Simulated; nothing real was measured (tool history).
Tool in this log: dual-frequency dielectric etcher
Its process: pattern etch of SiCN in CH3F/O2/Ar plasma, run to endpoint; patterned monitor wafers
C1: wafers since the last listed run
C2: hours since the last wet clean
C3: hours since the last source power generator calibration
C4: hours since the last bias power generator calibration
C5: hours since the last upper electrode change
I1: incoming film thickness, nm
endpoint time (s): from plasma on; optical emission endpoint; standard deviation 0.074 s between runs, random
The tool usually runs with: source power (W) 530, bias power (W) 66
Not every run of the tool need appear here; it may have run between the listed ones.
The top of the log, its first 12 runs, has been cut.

Run 13, day 32.683: usual settings but source power (W) 610; C1 538; C2 399.2; C3 258.9; C4 4455.3; C5 4213.6; I1 7.13. Result: endpoint time (s) 17.2.
Run 14, day 36.062: usual settings but source power (W) 470, bias power (W) 56; C1 818; C2 480.3; C3 340; C4 4536.4; C5 4294.7; I1 7.13. Result: endpoint time (s) 19.7.
Run 15, day 39.338: usual settings but source power (W) 660, bias power (W) 56; C1 792; C2 558.9; C3 418.6; C4 4615; C5 4373.3; I1 7. Result: endpoint time (s) 17.1.
At day 41.312: wet clean of the chamber.
Run 16, day 42.712: usual settings; C1 575; C2 33.6; C3 499.6; C4 4696; C5 4454.3; I1 7.08. Result: endpoint time (s) 18.2.
Run 17, day 46.454: usual settings but source power (W) 470, bias power (W) 77; C1 905; C2 123.4; C3 589.4; C4 4785.8; C5 4544.1; I1 7.13. Result: endpoint time (s) 18.4.
Run 18, day 50.392: usual settings but source power (W) 630, bias power (W) 77; C1 953; C2 217.9; C3 683.9; C4 4880.3; C5 4638.6; I1 7.12. Result: endpoint time (s) 16.6.
At day 52.738: bias power generator calibrated.
Run 19, day 53.812: usual settings but source power (W) 500, bias power (W) 70; C1 787; C2 300; C3 766; C4 25.8; C5 4720.7; I1 7.06. Result: endpoint time (s) 18.2.
Run 20, day 58.167: usual settings; C1 1054; C2 404.5; C3 870.5; C4 130.3; C5 4825.2; I1 7.15. Result: endpoint time (s) 18.1.
Run 21, day 60.712: usual settings but source power (W) 640, bias power (W) 80; C1 616; C2 465.6; C3 931.6; C4 191.4; C5 4886.3; I1 7.1. Result: endpoint time (s) 16.1.
Run 22, day 64.488: usual settings but source power (W) 460, bias power (W) 53; C1 914; C2 556.2; C3 1022.2; C4 282; C5 4976.9; I1 7.1. Result: endpoint time (s) 20.1.
Run 23, day 66.988: usual settings but source power (W) 500, bias power (W) 70; C1 605; C2 616.2; C3 1082.2; C4 342; C5 5036.9; I1 7.13. Result: endpoint time (s) 18.2.
At day 70.683: wet clean of the chamber.
Run 24, day 70.704: usual settings but source power (W) 580; C1 657; C2 0.5; C3 1171.4; C4 431.2; C5 5126.1; I1 7.09. Result: endpoint time (s) 17.6.
Run 25, day 73.033: usual settings; C1 563; C2 56.4; C3 1227.3; C4 487.1; C5 5182; I1 7.09. Result: endpoint time (s) 18.3.
Run 26, day 75.292: usual settings; C1 546; C2 110.6; C3 1281.5; C4 541.3; C5 5236.2; I1 7.1. Result: endpoint time (s) 18.3.
Run 27, day 78.846: usual settings but source power (W) 440, bias power (W) 76; C1 860; C2 195.9; C3 1366.8; C4 626.6; C5 5321.5; I1 7.04. Result: endpoint time (s) 18.7.
At day 81.321: upper electrode replaced.
Run 28, day 81.654: usual settings but source power (W) 490, bias power (W) 77; C1 437; C2 263.3; C3 1434.2; C4 694; C5 8; I1 7.14. Result: endpoint time (s) 18.2.
Run 29, day 85.708: usual settings but source power (W) 560; C1 981; C2 360.6; C3 1531.5; C4 791.3; C5 105.3; I1 7.1. Result: endpoint time (s) 17.8.
Run 30, day 88.054: usual settings but source power (W) 480, bias power (W) 73; C1 568; C2 416.9; C3 1587.8; C4 847.6; C5 161.6; I1 7.09. Result: endpoint time (s) 18.2.
Run 31, day 93.979: usual settings but source power (W) 580, bias power (W) 56; C1 1434; C2 559.1; C3 1730; C4 989.8; C5 303.8; I1 7.05. Result: endpoint time (s) 17.9.
Run 32, day 95.762: usual settings but bias power (W) 52; C1 431; C2 601.9; C3 1772.8; C4 1032.6; C5 346.6; I1 7.12. Result: endpoint time (s) 19.
Run 33, day 98.092: usual settings but bias power (W) 72; C1 563; C2 657.8; C3 1828.7; C4 1088.5; C5 402.5; I1 7.12. Result: endpoint time (s) 17.6.
At day 101.262: wet clean of the chamber.
Run 34, day 104.817: usual settings but source power (W) 650, bias power (W) 80; C1 1386; C2 85.3; C3 1990.1; C4 1249.9; C5 563.9; I1 7.13. Result: endpoint time (s) 16.3.
Run 35, day 108.979: usual settings; C1 1007; C2 185.2; C3 2090; C4 1349.8; C5 663.8; I1 7.13. Result: endpoint time (s) 18.3.

Each row is a separate what-if for the run after 35, all from the same tool condition, not one after another. Results?
Run A, day 108.996: usual settings; C1 4; C2 185.6; C3 2090.4; C4 1350.2; C5 664.2; I1 7.16. Result: endpoint time (s) ?.
Run B, day 108.996: usual settings but source power (W) 620, bias power (W) 76; C1 4; C2 185.6; C3 2090.4; C4 1350.2; C5 664.2; I1 7.16. Result: endpoint time (s) ?.
Run C, day 108.996: usual settings but source power (W) 590, bias power (W) 53; C1 4; C2 185.6; C3 2090.4; C4 1350.2; C5 664.2; I1 7.16. Result: endpoint time (s) ?.
Run D, day 108.996: usual settings but bias power (W) 56; C1 4; C2 185.6; C3 2090.4; C4 1350.2; C5 664.2; I1 7.16. Result: endpoint time (s) ?.

run  endpoint time (s)
  A               18.3
  B               16.7
  C               18.5
  D                 19
Take away the tool's hidden state, keep each run's random variation, and the runs would have read:
run  endpoint time (s)
  A               18.4
  B               16.8
  C               18.6
  D               19.1

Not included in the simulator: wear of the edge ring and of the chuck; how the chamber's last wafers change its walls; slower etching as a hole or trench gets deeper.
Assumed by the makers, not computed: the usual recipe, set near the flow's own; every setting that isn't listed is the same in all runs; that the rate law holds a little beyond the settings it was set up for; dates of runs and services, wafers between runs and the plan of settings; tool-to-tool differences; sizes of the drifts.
